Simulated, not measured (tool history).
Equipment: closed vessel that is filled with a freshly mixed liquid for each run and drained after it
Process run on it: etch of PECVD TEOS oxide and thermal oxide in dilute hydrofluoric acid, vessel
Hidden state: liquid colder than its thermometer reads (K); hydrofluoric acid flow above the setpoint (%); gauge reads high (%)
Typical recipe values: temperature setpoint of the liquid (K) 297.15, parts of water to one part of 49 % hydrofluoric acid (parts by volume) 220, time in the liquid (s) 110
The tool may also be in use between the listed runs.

run   hour  temperature setpoint of the liquid (K)  parts of water to one part of 49 % hydrofluoric acid (parts by volume)  time in the liquid (s)  wafers since the last listed run  hours since the thermometer was replaced  hours since the hydrofluoric acid flow meter was replaced  hours since the gauge calibration  read-back film thickness of the PECVD TEOS oxide reference wafer, read on the same gauge (nm)  read-back film thickness of the thermal oxide reference wafer, read on the same gauge (nm)  thickness taken off the PECVD TEOS oxide on a monitor wafer (nm)  thickness taken off the thermal oxide on a monitor wafer (nm)
  1      0                                  297.15                                                                     220                      70                                 0                                    2450.8                                                      723.4                              225.3                                                                                          49.98                                                                                     149.967                                                              5.47                                                          1.397
  2    7.8                                  297.15                                                                     220                      70                               922                                    2458.6                                                      731.2                              233.1                                                                                          50.01                                                                                     150.005                                                              5.41                                                          1.454
  3   22.5                                  297.15                                                                     220                     110                              1739                                    2473.3                                                      745.9                              247.8                                                                                             50                                                                                     149.964                                                              8.66                                                           2.18
  4   35.2                                  297.15                                                                     220                     110                              1502                                      2486                                                      758.6                              260.5                                                                                          49.98                                                                                     150.012                                                              8.64                                                          2.193
  5   42.1                                  297.15                                                                     220                     110                               816                                    2492.9                                                      765.5                              267.4                                                                                             50                                                                                     149.984                                                               8.6                                                           2.21
  6   50.6                                  297.15                                                                     220                     110                              1005                                    2501.4                                                        774                              275.9                                                                                          49.99                                                                                     149.979                                                              8.57                                                          2.211
  7   65.8                                  297.15                                                                     220                     110                              1798                                    2516.6                                                      789.2                              291.1                                                                                             50                                                                                     150.002                                                              8.54                                                          2.184
      69.5  -- thermometer replaced
  8   79.4                                  297.15                                                                     220                     110                              1490                                       9.9                                                      802.8                              304.7                                                                                          49.99                                                                                     150.015                                                              8.72                                                          2.294
  9   90.1                                  297.15                                                                     220                     110                              1265                                      20.6                                                      813.5                              315.4                                                                                             50                                                                                         150                                                              8.62                                                          2.242
 10  107.3                                  297.15                                                                     220                     110                              2034                                      37.8                                                      830.7                              332.6                                                                                          50.01                                                                                     150.014                                                              8.74                                                          2.291
 11  120.7                                  297.15                                                                     130                     140                              1585                                      51.2                                                      844.1                                346                                                                                             50                                                                                     149.979                                                             20.63                                                          5.276
     129.9  -- hydrofluoric acid flow meter replaced
 12  130.9                                  299.15                                                                     175                      60                              1088                                      61.4                                                          1                              356.2                                                                                             50                                                                                     150.029                                                              5.88                                                          1.504
 13  141.2                                  297.15                                                                     295                     130                              1218                                      71.7                                                       11.3                              366.5                                                                                          50.02                                                                                     150.015                                                              6.18                                                           1.59
 14  151.2                                  294.65                                                                     220                     110                              1183                                      81.7                                                       21.3                              376.5                                                                                          50.02                                                                                     150.002                                                              6.91                                                          1.789
 15  163.2                                  297.15                                                                     220                     110                              1419                                      93.7                                                       33.3                              388.5                                                                                          50.01                                                                                     150.017                                                              7.53                                                          1.951
 16  171.9                                  299.65                                                                     320                     110                              1029                                     102.4                                                         42                              397.2                                                                                             50                                                                                     150.023                                                              5.18                                                          1.327
 17  182.3                                  297.15                                                                     220                     155                              1230                                     112.8                                                       52.4                              407.6                                                                                          50.01                                                                                     150.046                                                             10.59                                                          2.733
     193.6  -- gauge calibrated
 18  195.7                                  297.15                                                                     220                     110                              1585                                     126.2                                                       65.8                                2.1                                                                                          50.01                                                                                     149.992                                                              7.57                                                          2.031
 19  201.8                                  300.65                                                                     220                     110                               721                                     132.3                                                       71.9                                8.2                                                                                          49.99                                                                                      150.03                                                              8.52                                                          2.245
 20  216.6                                  293.15                                                                     220                     175                              1750                                     147.1                                                       86.7                                 23                                                                                             50                                                                                     150.002                                                             10.41                                                          2.764
 21  229.4                                  297.15                                                                     220                     150                              1514                                     159.9                                                       99.5                               35.8                                                                                          50.03                                                                                     150.017                                                             10.43                                                          2.718
 22  240.8                                  299.65                                                                     285                     160                              1348                                     171.3                                                      110.9                               47.2                                                                                          50.01                                                                                     149.999                                                              8.87                                                          2.304
 23    257                                  300.15                                                                     290                     130                              1916                                     187.5                                                      127.1                               63.4                                                                                          49.97                                                                                     150.003                                                              7.18                                                          1.849
 24  268.6                                  297.15                                                                     150                     110                              1372                                     199.1                                                      138.7                                 75                                                                                             50                                                                                     149.975                                                             12.19                                                          3.183
 25  306.3                                  293.15                                                                     120                     110                              4459                                     236.8                                                      176.4                              112.7                                                                                          50.01                                                                                     149.984                                                             13.47                                                          3.592
 26  312.3                                  299.65                                                                     220                     125                               709                                     242.8                                                      182.4                              118.7                                                                                          49.99                                                                                     150.025                                                               9.7                                                          2.418
 27  328.8                                  297.15                                                                     220                     110                              1951                                     259.3                                                      198.9                              135.2                                                                                             50                                                                                     150.011                                                              7.78                                                          2.008

Here are 3 independent what-if runs from the current tool condition. What would each one return?
  A  329.5                                  297.15                                                                     220                     110                                82                                       260                                                      199.6                              135.9                                                                                              ?                                                                                           ?                                                                 ?                                                              ?
  B  329.5                                  300.15                                                                     180                      50                                82                                       260                                                      199.6                              135.9                                                                                              ?                                                                                           ?                                                                 ?                                                              ?
  C  329.5                                  297.15                                                                     270                      45                                82                                       260                                                      199.6                              135.9                                                                                              ?                                                                                           ?                                                                 ?                                                              ?

run  read-back film thickness of the PECVD TEOS oxide reference wafer, read on the same gauge (nm)  read-back film thickness of the thermal oxide reference wafer, read on the same gauge (nm)  thickness taken off the PECVD TEOS oxide on a monitor wafer (nm)  thickness taken off the thermal oxide on a monitor wafer (nm)
  A                                                                                          50.01                                                                                     149.994                                                              7.77                                                          2.066
  B                                                                                          50.01                                                                                     149.994                                                              5.03                                                          1.337
  C                                                                                          50.01                                                                                     149.994                                                              2.46                                                          0.655
Stripped of hidden state, with their random variation kept, the same runs would have yielded:
run  thickness taken off the PECVD TEOS oxide on a monitor wafer (nm)  thickness taken off the thermal oxide on a monitor wafer (nm)
  A                                                              7.49                                                          1.991
  B                                                              4.85                                                           1.29
  C                                                              2.37                                                          0.631

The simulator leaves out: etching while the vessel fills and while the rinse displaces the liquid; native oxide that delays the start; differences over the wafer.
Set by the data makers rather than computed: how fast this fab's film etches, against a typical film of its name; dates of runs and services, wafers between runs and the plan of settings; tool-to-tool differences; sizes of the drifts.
